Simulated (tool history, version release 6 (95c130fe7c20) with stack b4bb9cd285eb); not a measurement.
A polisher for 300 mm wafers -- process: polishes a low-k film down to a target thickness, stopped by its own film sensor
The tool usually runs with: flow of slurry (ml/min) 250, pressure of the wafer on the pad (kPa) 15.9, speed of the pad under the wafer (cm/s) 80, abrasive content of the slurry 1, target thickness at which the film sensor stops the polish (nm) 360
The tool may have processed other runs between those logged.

run,hour,flow of slurry (ml/min),pressure of the wafer on the pad (kPa),speed of the pad under the wafer (cm/s),abrasive content of the slurry,target thickness at which the film sensor stops the polish (nm),wafers since the last listed run,wafers polished on this pad,hours since the slurry nozzle was cleaned,hours since the head pressure was calibrated,hours since the slurry blender was calibrated,hours since the conditioning disc was replaced,"incoming thickness of the incoming film, nm",time until the film sensor stopped the polish (s)
1,0,250,15.9,80,1,360,0,531,117.6,194.9,29.7,134.6,395.7,86.8
2,35.9,250,15.9,80,1,360,399,930,153.5,230.8,65.6,170.5,390.5,72.2
3,70.8,250,15.9,80,1,360,388,1318,188.4,265.7,100.5,205.4,396.1,87
4,83.4,250,15.9,80,1,360,140,1459,201,278.3,113.1,218,392.5,77.1
# hour 88.3: conditioning disc replaced and pad reconditioned
# hour 96.3: slurry blender recalibrated
5,104.1,250,15.9,80,1,360,185,1644,221.7,299,7.8,15.8,389.6,71.2
# hour 114: worn pad replaced by a new one
6,122.2,250,15.9,80,1,360,156,91,239.8,317.1,25.9,33.9,393,79.7
7,148.6,250,15.9,80,1,360,293,385,266.2,343.5,52.3,60.3,384.6,58.8
8,163,250,15.9,80,1,360,160,545,280.6,357.9,66.7,74.7,394.2,81.3
9,195.4,250,13.1,80,1,360,360,905,313,390.3,99.1,107.1,387.4,78.2
# hour 254.2: worn pad replaced by a new one
# hour 260.3: slurry blender recalibrated
10,292.1,250,15.9,80,1,360,1008,399,409.7,487,31.8,203.8,383.3,57
11,315.3,250,15.9,80,1,360,258,657,432.9,510.2,55,227,397.6,90.4
# hour 319.8: conditioning disc replaced and pad reconditioned
12,329,250,12.4,80,1,354,130,787,446.6,523.9,68.7,9.2,385.4,94.8
13,361.7,250,15.9,80,1,360,363,1150,479.3,556.6,101.4,41.9,382.8,55
# hour 393.1: worn pad replaced by a new one
14,409.6,250,15.9,80,1,360,488,182,527.2,604.5,149.3,89.8,389.4,72.7
# hour 414.5: slurry blender recalibrated
15,425.2,250,15.9,80,1,360,151,334,542.8,620.1,10.7,105.4,395.8,88.2
16,450.8,340,15.9,80,1.2,360,284,618,568.4,645.7,36.3,131,384.5,53
17,486.5,250,13.1,80,1.2,367,397,1015,604.1,681.4,72,166.7,389.6,61.3
# hour 513.6: conditioning disc replaced and pad reconditioned
18,514.1,340,15.9,80,1.2,360,284,1300,631.7,709,99.6,0.5,393.7,74.6
# hour 516.4: head pressure recalibrated
# hour 537.8: worn pad replaced by a new one
# hour 538.9: slurry blender recalibrated
# hour 566.4: slurry nozzle cleaned
19,575.7,250,15.9,80,1,360,594,397,9.3,59.3,36.8,62.1,388.1,67.2
20,591.1,250,15.9,64,1.25,360,171,569,24.7,74.7,52.2,77.5,394.3,85.9
21,604,315,15.9,62,0.75,357,143,712,37.6,87.6,65.1,90.4,389.2,104.2
22,632.3,195,15.9,80,1,360,314,1027,65.9,115.9,93.4,118.7,395.9,88.6
23,645.8,180,15.9,80,1.25,360,150,1177,79.4,129.4,106.9,132.2,386.7,59.8
# hour 663.3: worn pad replaced by a new one
24,667.9,210,11,80,0.85,353,201,51,101.5,151.5,129,154.3,382.8,107.7
25,695.2,250,20,56,1,363,303,355,128.8,178.8,156.3,181.6,395.6,79
# hour 701.6: slurry blender recalibrated
# hour 732.4: conditioning disc replaced and pad reconditioned
26,732.9,250,15.9,58,1,360,374,729,166.5,216.5,31.3,0.5,381.7,62.9

What was the tool's hidden state at every run in the log?
removal rate lost through wear of the pad, %: 0 across all the runs
deviation of the head's pressure from its setpoint, %: 0 across all the runs
abrasive missing from the slurry, %: 0 across all the runs
time polished since the conditioner stopped cutting, s: 0 across all the runs
H1: slurry flow missing at the pad, %
run,H1
1,3.34
2,4.06
3,4.94
4,5.31
5,5.96
6,6.57
7,7.56
8,8.15
9,9.57
10,14.7
11,16.2
12,17.1
13,19.3
14,22.9
15,24.1
16,26.2
17,29.3
18,31.9
19,6.18
20,6.22
21,6.28
22,6.49
23,6.64
24,6.93
25,7.4
26,8.22
